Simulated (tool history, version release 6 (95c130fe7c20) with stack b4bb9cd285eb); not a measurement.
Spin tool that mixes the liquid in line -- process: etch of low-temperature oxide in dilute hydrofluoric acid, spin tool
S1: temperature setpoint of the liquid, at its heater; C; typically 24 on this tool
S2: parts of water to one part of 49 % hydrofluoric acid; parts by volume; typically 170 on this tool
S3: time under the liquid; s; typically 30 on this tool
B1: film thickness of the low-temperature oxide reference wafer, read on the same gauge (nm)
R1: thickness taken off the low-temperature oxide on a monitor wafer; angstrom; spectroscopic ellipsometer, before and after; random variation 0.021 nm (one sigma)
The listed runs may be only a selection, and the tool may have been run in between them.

run 1 hour=0 | S1=24 S2=170 S3=30 | B1=136.559 | R1=46.38
run 2 hour=48.6 | S1=24 S2=170 S3=30 | B1=136.782 | R1=46.44
-- hour=74.4 thermometer replaced
run 3 hour=127.4 | S1=24 S2=170 S3=30 | B1=137.145 | R1=46.51
run 4 hour=204.1 | S1=22 S2=170 S3=35 | B1=137.491 | R1=50.33
run 5 hour=241.6 | S1=22 S2=170 S3=35 | B1=137.747 | R1=50.6
run 6 hour=297.8 | S1=24 S2=170 S3=30 | B1=137.926 | R1=47.14
run 7 hour=405.7 | S1=24 S2=170 S3=30 | B1=138.467 | R1=47.07
-- hour=471.3 gauge calibrated
run 8 hour=510 | S1=24 S2=170 S3=30 | B1=129.808 | R1=44.13
run 9 hour=558.2 | S1=25.5 S2=170 S3=30 | B1=130.07 | R1=46.75
-- hour=615.4 hydrofluoric acid flow meter replaced
-- hour=628.6 thermometer replaced
run 10 hour=649.6 | S1=26 S2=210 S3=30 | B1=130.491 | R1=37.03
run 11 hour=734.3 | S1=24 S2=170 S3=30 | B1=130.911 | R1=44.49
run 12 hour=814.9 | S1=28 S2=170 S3=30 | B1=131.266 | R1=51.68
run 13 hour=1103.7 | S1=28.5 S2=95 S3=25 | B1=132.599 | R1=87.63
run 14 hour=1190.1 | S1=24 S2=225 S3=20 | B1=133.053 | R1=21.4
-- hour=1245.4 thermometer replaced
run 15 hour=1293.2 | S1=24 S2=230 S3=15 | B1=133.527 | R1=15.75
run 16 hour=1337.1 | S1=24 S2=170 S3=20 | B1=133.753 | R1=30.25

3 options for the next run, each taken on its own from the tool as it stands now. Forecast them:
run A hour=1337.5 | S1=20.5 S2=170 S3=30 | B1=? | R1=?
run B hour=1337.5 | S1=25.5 S2=220 S3=30 | B1=? | R1=?
run C hour=1337.5 | S1=24 S2=170 S3=45 | B1=? | R1=?

run=A B1=133.714 R1=39.73
run=B B1=133.714 R1=35.12
run=C B1=133.714 R1=68.17
With no hidden state in the tool, these same runs would have given:
run=A R1=38.61
run=B R1=34.14
run=C R1=66.25
